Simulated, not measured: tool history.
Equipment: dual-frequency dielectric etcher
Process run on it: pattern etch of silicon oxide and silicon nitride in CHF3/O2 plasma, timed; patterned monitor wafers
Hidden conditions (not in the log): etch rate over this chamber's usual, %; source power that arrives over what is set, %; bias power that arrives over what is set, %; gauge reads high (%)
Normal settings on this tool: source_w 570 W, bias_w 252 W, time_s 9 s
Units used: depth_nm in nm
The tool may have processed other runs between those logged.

run   hour  source_w  bias_w  time_s  wafers since the last listed run  hours since the last wet clean  hours since the last source power generator calibration  hours since the last bias power generator calibration  hours since the last upper electrode change  hours since the gauge calibration  read-back reference wafer on the same gauge, depth_nm  depth_nm
  1      0       570     223      10                                 0                           216.7                                                      2.4                                                 3497.3                                       4312.1                              534.8                                                   15.2     15.27
  2   37.9       570     223      10                               708                           254.6                                                     40.3                                                 3535.2                                         4350                              572.7                                                   15.2     15.26
      66.4  -- upper electrode replaced
  3   66.9       570     223      10                                93                           283.6                                                     69.3                                                 3564.2                                          0.5                              601.7                                                   15.2     15.21
  4   67.2       570     252       9                                 5                           283.9                                                     69.6                                                 3564.5                                          0.8                                602                                                   15.2     14.37
  5     72       570     252       9                                89                           288.7                                                     74.4                                                 3569.3                                          5.6                              606.8                                                   15.2      14.3
  6   83.5       610     252    10.5                               215                           300.2                                                     85.9                                                 3580.8                                         17.1                              618.3                                                  15.19     17.24
  7   92.1       610     252    10.5                               160                           308.8                                                     94.5                                                 3589.4                                         25.7                              626.9                                                   15.2     17.34
     106.1  -- bias power generator calibrated
  8  106.6       610     231       8                               196                           323.3                                                      109                                                    0.5                                         40.2                              641.4                                                   15.2     12.78
  9  114.7       680     252    10.5                               151                           331.4                                                    117.1                                                    8.6                                         48.3                              649.5                                                  15.21     18.23
 10  121.1       520     205      11                               119                           337.8                                                    123.5                                                     15                                         54.7                              655.9                                                   15.2     15.47
 11  132.2       570     252       9                               207                           348.9                                                    134.6                                                   26.1                                         65.8                                667                                                  15.19     14.28
 12  142.9       570     252       9                               200                           359.6                                                    145.3                                                   36.8                                         76.5                              677.7                                                  15.21      14.3
 13  156.4       470     252       9                               252                           373.1                                                    158.8                                                   50.3                                           90                              691.2                                                   15.2     12.91
 14    163       570     289       9                               123                           379.7                                                    165.4                                                   56.9                                         96.6                              697.8                                                   15.2        15
     172.3  -- gauge calibrated
 15    189       670     276       8                               486                           405.7                                                    191.4                                                   82.9                                        122.6                               16.7                                                   15.2     14.26
     225.8  -- wet clean of the chamber
 16  226.3       480     292      10                               248                             0.5                                                    228.7                                                  120.2                                        159.9                                 54                                                   15.2     15.47
 17  226.7       640     191     6.5                                 7                             0.9                                                    229.1                                                  120.6                                        160.3                               54.4                                                   15.2     10.06
 18  235.1       570     252       9                               157                             9.3                                                    237.5                                                    129                                        168.7                               62.8                                                   15.2     14.43
 19  250.7       460     298       7                               291                            24.9                                                    253.1                                                  144.6                                        184.3                               78.4                                                  15.21     10.64
 20  262.6       570     202       7                               222                            36.8                                                      265                                                  156.5                                        196.2                               90.3                                                  15.19     10.39
 21    272       530     252       9                               175                            46.2                                                    274.4                                                  165.9                                        205.6                               99.7                                                  15.21     13.93
 22  278.2       630     276       9                               115                            52.4                                                    280.6                                                  172.1                                        211.8                              105.9                                                  15.21     15.66
 23  286.9       700     192     7.5                               162                            61.1                                                    289.3                                                  180.8                                        220.5                              114.6                                                   15.2     12.12
 24  301.6       440     233       7                               274                            75.8                                                      304                                                  195.5                                        235.2                              129.3                                                  15.19      9.47
 25  314.6       620     269       9                               243                            88.8                                                      317                                                  208.5                                        248.2                              142.3                                                   15.2     15.45
 26    329       460     217    11.5                               269                           103.2                                                    331.4                                                  222.9                                        262.6                              156.7                                                   15.2     15.54
 27  341.6       690     282    11.5                               235                           115.8                                                      344                                                  235.5                                        275.2                              169.3                                                  15.21     21.09
 28  359.4       570     252       9                               332                           133.6                                                    361.8                                                  253.3                                          293                              187.1                                                   15.2      14.4
 29  367.3       570     269       9                               147                           141.5                                                    369.7                                                  261.2                                        300.9                                195                                                  15.19     14.77

Take each entry between the runs: how does the hidden state at the last listed run before it differ from the hidden state at the first listed run after it?
After run 2, before run 3: upper electrode replaced (hour 66.4)
  etch rate over this chamber's usual, %: -0.86 -> -0.934
  what was measured, less what the result would be without the hidden state, depth_nm: -0.13 -> -0.14 nm
After run 7, before run 8: bias power generator calibrated (hour 106.1)
  etch rate over this chamber's usual, %: -0.998 -> -1.03
  what was measured, less what the result would be without the hidden state, depth_nm: -0.17 -> -0.13 nm
After run 14, before run 15: gauge calibrated (hour 172.3)
  etch rate over this chamber's usual, %: -1.18 -> -1.24
  what was measured, less what the result would be without the hidden state, depth_nm: -0.18 -> -0.18 nm
After run 15, before run 16: wet clean of the chamber (hour 225.8)
  etch rate over this chamber's usual, %: -1.24 -> -0.0841
  what was measured, less what the result would be without the hidden state, depth_nm: -0.18 -> -0.01 nm

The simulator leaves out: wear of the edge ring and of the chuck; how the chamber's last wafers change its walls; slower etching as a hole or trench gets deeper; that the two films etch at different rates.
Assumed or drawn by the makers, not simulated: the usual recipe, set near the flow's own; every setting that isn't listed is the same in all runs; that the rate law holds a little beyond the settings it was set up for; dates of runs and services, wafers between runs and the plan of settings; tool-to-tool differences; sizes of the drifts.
